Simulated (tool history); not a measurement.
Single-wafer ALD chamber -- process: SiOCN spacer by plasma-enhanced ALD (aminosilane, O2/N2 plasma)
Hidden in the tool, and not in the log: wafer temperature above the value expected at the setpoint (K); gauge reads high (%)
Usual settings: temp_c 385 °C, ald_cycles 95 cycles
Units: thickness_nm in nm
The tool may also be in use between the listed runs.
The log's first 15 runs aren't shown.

| run | hour | temp_c | ald_cycles | wafers since the last listed run | hours since the last thermocouple change | hours since the gauge calibration | read-back reference wafer on the same gauge, thickness_nm | thickness_nm |
|---|---|---|---|---|---|---|---|---|
| 16 | 710.0 | 375 | 95 | 94 | 92.9 | 1576.8 | 5.096 | 5.255 |
| 17 | 751.0 | 375 | 95 | 143 | 133.9 | 1617.8 | 5.098 | 5.230 |
| 18 | 802.5 | 372 | 104 | 180 | 185.4 | 1669.3 | 5.091 | 5.750 |
| 19 | 838.2 | 385 | 100 | 124 | 221.1 | 1705.0 | 5.090 | 5.539 |
| 20 | 872.0 | 385 | 81 | 118 | 254.9 | 1738.8 | 5.088 | 4.469 |
|  | 921.4 | gauge calibrated |
| 21 | 940.1 | 379 | 83 | 238 | 323.0 | 18.7 | 5.168 | 4.632 |
| 22 | 988.4 | 400 | 95 | 168 | 371.3 | 67.0 | 5.163 | 5.305 |
| 23 | 1044.4 | 371 | 95 | 195 | 427.3 | 123.0 | 5.163 | 5.303 |
| 24 | 1166.5 | 379 | 113 | 426 | 549.4 | 245.1 | 5.157 | 6.316 |
| 25 | 1191.6 | 385 | 95 | 87 | 574.5 | 270.2 | 5.157 | 5.300 |
| 26 | 1256.2 | 395 | 95 | 225 | 639.1 | 334.8 | 5.154 | 5.304 |
| 27 | 1310.5 | 373 | 84 | 189 | 693.4 | 389.1 | 5.149 | 4.683 |
| 28 | 1364.7 | 395 | 101 | 189 | 747.6 | 443.3 | 5.149 | 5.635 |
| 29 | 1401.4 | 380 | 111 | 128 | 784.3 | 480.0 | 5.148 | 6.205 |
| 30 | 1470.7 | 389 | 103 | 242 | 853.6 | 549.3 | 5.143 | 5.739 |
| 31 | 1505.8 | 390 | 106 | 122 | 888.7 | 584.4 | 5.143 | 5.865 |
| 32 | 1575.4 | 376 | 100 | 243 | 958.3 | 654.0 | 5.136 | 5.570 |
| 33 | 1638.7 | 380 | 100 | 221 | 1021.6 | 717.3 | 5.138 | 5.569 |
| 34 | 1700.8 | 385 | 95 | 217 | 1083.7 | 779.4 | 5.131 | 5.299 |

4 ways to go on from here, each from the tool as it stands after run 34. What would each give?
| A | 1701.4 | 385 | 95 | 2 | 1084.3 | 780.0 | ? | ? |
| B | 1701.4 | 374 | 107 | 2 | 1084.3 | 780.0 | ? | ? |
| C | 1701.4 | 390 | 79 | 2 | 1084.3 | 780.0 | ? | ? |
| D | 1701.4 | 373 | 95 | 2 | 1084.3 | 780.0 | ? | ? |

| run | read-back reference wafer on the same gauge, thickness_nm | thickness_nm |
|---|---|---|
| A | 5.135 | 5.296 |
| B | 5.135 | 5.965 |
| C | 5.135 | 4.404 |
| D | 5.135 | 5.296 |
With the hidden condition removed and each run's random variation left untouched, the same runs would have given:
| run | thickness_nm |
|---|---|
| A | 5.322 |
| B | 5.994 |
| C | 4.425 |
| D | 5.322 |
